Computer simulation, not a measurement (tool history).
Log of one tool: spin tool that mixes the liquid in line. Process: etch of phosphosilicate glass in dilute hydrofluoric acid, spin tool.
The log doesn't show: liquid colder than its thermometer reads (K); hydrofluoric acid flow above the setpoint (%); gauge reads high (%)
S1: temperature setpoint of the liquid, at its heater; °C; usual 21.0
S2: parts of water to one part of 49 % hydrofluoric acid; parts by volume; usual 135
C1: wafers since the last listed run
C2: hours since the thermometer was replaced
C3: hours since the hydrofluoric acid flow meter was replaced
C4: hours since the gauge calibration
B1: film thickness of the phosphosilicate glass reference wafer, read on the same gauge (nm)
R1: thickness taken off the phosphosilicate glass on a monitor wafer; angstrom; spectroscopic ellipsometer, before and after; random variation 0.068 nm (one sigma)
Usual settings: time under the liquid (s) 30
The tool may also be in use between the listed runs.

{"run": 1, "hour": 0.0, "S1": 21.0, "S2": 135, "time under the liquid (s)": 30, "C1": 0, "C2": 483.7, "C3": 816.3, "C4": 130.6, "B1": 50.03, "R1": 125.0}
{"run": 2, "hour": 13.1, "S1": 21.0, "S2": 135, "time under the liquid (s)": 30, "C1": 207, "C2": 496.8, "C3": 829.4, "C4": 143.7, "B1": 49.99, "R1": 123.7}
{"run": 3, "hour": 19.2, "S1": 21.0, "S2": 135, "time under the liquid (s)": 30, "C1": 96, "C2": 502.9, "C3": 835.5, "C4": 149.8, "B1": 50.0, "R1": 125.0}
{"run": 4, "hour": 31.2, "S1": 21.0, "S2": 135, "time under the liquid (s)": 30, "C1": 190, "C2": 514.9, "C3": 847.5, "C4": 161.8, "B1": 50.06, "R1": 124.3}
{"run": 5, "hour": 49.4, "S1": 18.5, "S2": 165, "time under the liquid (s)": 30, "C1": 288, "C2": 533.1, "C3": 865.7, "C4": 180.0, "B1": 49.94, "R1": 90.0}
{"hour": 56.2, "done": "hydrofluoric acid flow meter replaced"}
{"hour": 57.3, "done": "thermometer replaced"}
{"run": 6, "hour": 60.1, "S1": 25.0, "S2": 135, "time under the liquid (s)": 30, "C1": 137, "C2": 2.8, "C3": 3.9, "C4": 190.7, "B1": 49.98, "R1": 140.5}
{"hour": 77.0, "done": "gauge calibrated"}
{"run": 7, "hour": 77.0, "S1": 25.0, "S2": 135, "time under the liquid (s)": 30, "C1": 267, "C2": 19.7, "C3": 20.8, "C4": 0.0, "B1": 50.04, "R1": 140.8}
{"run": 8, "hour": 91.8, "S1": 21.0, "S2": 135, "time under the liquid (s)": 30, "C1": 234, "C2": 34.5, "C3": 35.6, "C4": 14.8, "B1": 49.97, "R1": 120.2}
{"run": 9, "hour": 100.2, "S1": 25.5, "S2": 180, "time under the liquid (s)": 30, "C1": 133, "C2": 42.9, "C3": 44.0, "C4": 23.2, "B1": 50.0, "R1": 103.0}
{"run": 10, "hour": 106.5, "S1": 21.0, "S2": 135, "time under the liquid (s)": 40, "C1": 99, "C2": 49.2, "C3": 50.3, "C4": 29.5, "B1": 50.0, "R1": 160.6}
{"run": 11, "hour": 137.3, "S1": 23.0, "S2": 135, "time under the liquid (s)": 15, "C1": 488, "C2": 80.0, "C3": 81.1, "C4": 60.3, "B1": 50.0, "R1": 64.6}
{"run": 12, "hour": 153.8, "S1": 19.5, "S2": 190, "time under the liquid (s)": 30, "C1": 261, "C2": 96.5, "C3": 97.6, "C4": 76.8, "B1": 49.94, "R1": 76.9}

The next listed run, before its measurement:
{"run": 13, "hour": 165.8, "S1": 21.0, "S2": 135, "time under the liquid (s)": 30, "C1": 190, "C2": 108.5, "C3": 109.6, "C4": 88.8, "B1": "?", "R1": "?"}

{"run 13": {"B1": 49.97, "R1": 119.3}}
Without the tool's hidden state the same run would have given R1 118.2 angstrom.

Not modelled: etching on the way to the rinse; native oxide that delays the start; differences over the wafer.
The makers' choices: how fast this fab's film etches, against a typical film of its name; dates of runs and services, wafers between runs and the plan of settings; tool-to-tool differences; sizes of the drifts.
